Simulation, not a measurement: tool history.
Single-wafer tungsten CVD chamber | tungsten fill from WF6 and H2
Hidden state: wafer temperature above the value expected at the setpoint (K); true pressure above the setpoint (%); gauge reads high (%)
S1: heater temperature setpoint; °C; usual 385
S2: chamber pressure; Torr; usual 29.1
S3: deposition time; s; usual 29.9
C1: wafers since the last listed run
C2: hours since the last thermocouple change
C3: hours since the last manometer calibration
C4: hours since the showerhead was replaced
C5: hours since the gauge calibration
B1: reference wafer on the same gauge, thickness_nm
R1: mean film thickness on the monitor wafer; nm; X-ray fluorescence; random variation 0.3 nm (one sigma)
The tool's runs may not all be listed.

{"run": 1, "hour": 0.0, "S1": 385, "S2": 25, "S3": 29.9, "C1": 0, "C2": 1363.7, "C3": 2029.7, "C4": 3169.4, "C5": 209.3, "B1": 59.755, "R1": 52.239}
{"run": 2, "hour": 22.5, "S1": 385, "S2": 25, "S3": 29.9, "C1": 666, "C2": 1386.2, "C3": 2052.2, "C4": 3191.9, "C5": 231.8, "B1": 59.763, "R1": 52.721}
{"run": 3, "hour": 36.6, "S1": 385, "S2": 29.1, "S3": 29.9, "C1": 417, "C2": 1400.3, "C3": 2066.3, "C4": 3206, "C5": 245.9, "B1": 59.774, "R1": 56.472}
{"run": 4, "hour": 64.3, "S1": 376, "S2": 29.1, "S3": 29.9, "C1": 820, "C2": 1428, "C3": 2094, "C4": 3233.7, "C5": 273.6, "B1": 59.849, "R1": 45.404}
{"run": 5, "hour": 80.2, "S1": 376, "S2": 29.1, "S3": 29.9, "C1": 471, "C2": 1443.9, "C3": 2109.9, "C4": 3249.6, "C5": 289.5, "B1": 59.805, "R1": 45.922}
{"run": 6, "hour": 113.5, "S1": 385, "S2": 29.1, "S3": 29.9, "C1": 986, "C2": 1477.2, "C3": 2143.2, "C4": 3282.9, "C5": 322.8, "B1": 59.738, "R1": 56.787}
{"run": 7, "hour": 142.6, "S1": 385, "S2": 29.1, "S3": 29.9, "C1": 862, "C2": 1506.3, "C3": 2172.3, "C4": 3312, "C5": 351.9, "B1": 59.769, "R1": 56.545}
{"hour": 147.7, "done": "gauge calibrated"}
{"hour": 161.3, "done": "capacitance manometer re-zeroed and calibrated"}
{"run": 8, "hour": 169.1, "S1": 392, "S2": 29.1, "S3": 29.9, "C1": 548, "C2": 1532.8, "C3": 7.8, "C4": 3338.5, "C5": 21.4, "B1": 59.789, "R1": 66.661}
{"run": 9, "hour": 198.6, "S1": 392, "S2": 29.1, "S3": 29.9, "C1": 874, "C2": 1562.3, "C3": 37.3, "C4": 3368, "C5": 50.9, "B1": 59.797, "R1": 66.337}
{"run": 10, "hour": 212.4, "S1": 392, "S2": 29.1, "S3": 29.9, "C1": 408, "C2": 1576.1, "C3": 51.1, "C4": 3381.8, "C5": 64.7, "B1": 59.698, "R1": 65.801}
{"run": 11, "hour": 236.4, "S1": 385, "S2": 29.1, "S3": 29.9, "C1": 711, "C2": 1600.1, "C3": 75.1, "C4": 3405.8, "C5": 88.7, "B1": 59.764, "R1": 56.367}
{"run": 12, "hour": 264.4, "S1": 374, "S2": 29.1, "S3": 32.9, "C1": 829, "C2": 1628.1, "C3": 103.1, "C4": 3433.8, "C5": 116.7, "B1": 59.763, "R1": 47.519}
{"hour": 288.1, "done": "thermocouple changed; heater temperature recalibrated"}
{"run": 13, "hour": 288.6, "S1": 396, "S2": 32.8, "S3": 27.2, "C1": 480, "C2": 0.5, "C3": 127.3, "C4": 3458, "C5": 140.9, "B1": 59.803, "R1": 81.269}
{"hour": 304.7, "done": "showerhead replaced"}
{"run": 14, "hour": 306.8, "S1": 379, "S2": 29.1, "S3": 24, "C1": 302, "C2": 18.7, "C3": 145.5, "C4": 2.1, "C5": 159.1, "B1": 59.798, "R1": 45.774}
{"run": 15, "hour": 339.2, "S1": 385, "S2": 25.8, "S3": 29.9, "C1": 960, "C2": 51.1, "C3": 177.9, "C4": 34.5, "C5": 191.5, "B1": 59.849, "R1": 61.939}
{"run": 16, "hour": 363.8, "S1": 385, "S2": 29.1, "S3": 29.9, "C1": 728, "C2": 75.7, "C3": 202.5, "C4": 59.1, "C5": 216.1, "B1": 59.799, "R1": 64.893}
{"run": 17, "hour": 392.0, "S1": 373, "S2": 27, "S3": 28.1, "C1": 835, "C2": 103.9, "C3": 230.7, "C4": 87.3, "C5": 244.3, "B1": 59.689, "R1": 44.371}
{"run": 18, "hour": 407.5, "S1": 397, "S2": 23.7, "S3": 24.5, "C1": 459, "C2": 119.4, "C3": 246.2, "C4": 102.8, "C5": 259.8, "B1": 59.818, "R1": 62.08}
{"run": 19, "hour": 442.7, "S1": 395, "S2": 29.1, "S3": 27.7, "C1": 1043, "C2": 154.6, "C3": 281.4, "C4": 138, "C5": 295, "B1": 59.862, "R1": 74.236}
{"run": 20, "hour": 461.1, "S1": 378, "S2": 33.8, "S3": 27.1, "C1": 545, "C2": 173, "C3": 299.8, "C4": 156.4, "C5": 313.4, "B1": 59.83, "R1": 52.45}

Forecast each of these 3 alternatives for the next run:
{"run": "A", "hour": 461.5, "S1": 385, "S2": 29.1, "S3": 29.9, "C1": 11, "C2": 173.4, "C3": 300.2, "C4": 156.8, "C5": 313.8, "B1": "?", "R1": "?"}
{"run": "B", "hour": 461.5, "S1": 377, "S2": 29.1, "S3": 31.9, "C1": 11, "C2": 173.4, "C3": 300.2, "C4": 156.8, "C5": 313.8, "B1": "?", "R1": "?"}
{"run": "C", "hour": 461.5, "S1": 385, "S2": 29.1, "S3": 33.5, "C1": 11, "C2": 173.4, "C3": 300.2, "C4": 156.8, "C5": 313.8, "B1": "?", "R1": "?"}

run=A B1=59.772 R1=63.824
run=B B1=59.772 R1=56.561
run=C B1=59.772 R1=71.541
Without the tool's hidden state the same runs would have given:
run=A R1=65.776
run=B R1=58.364
run=C R1=73.728
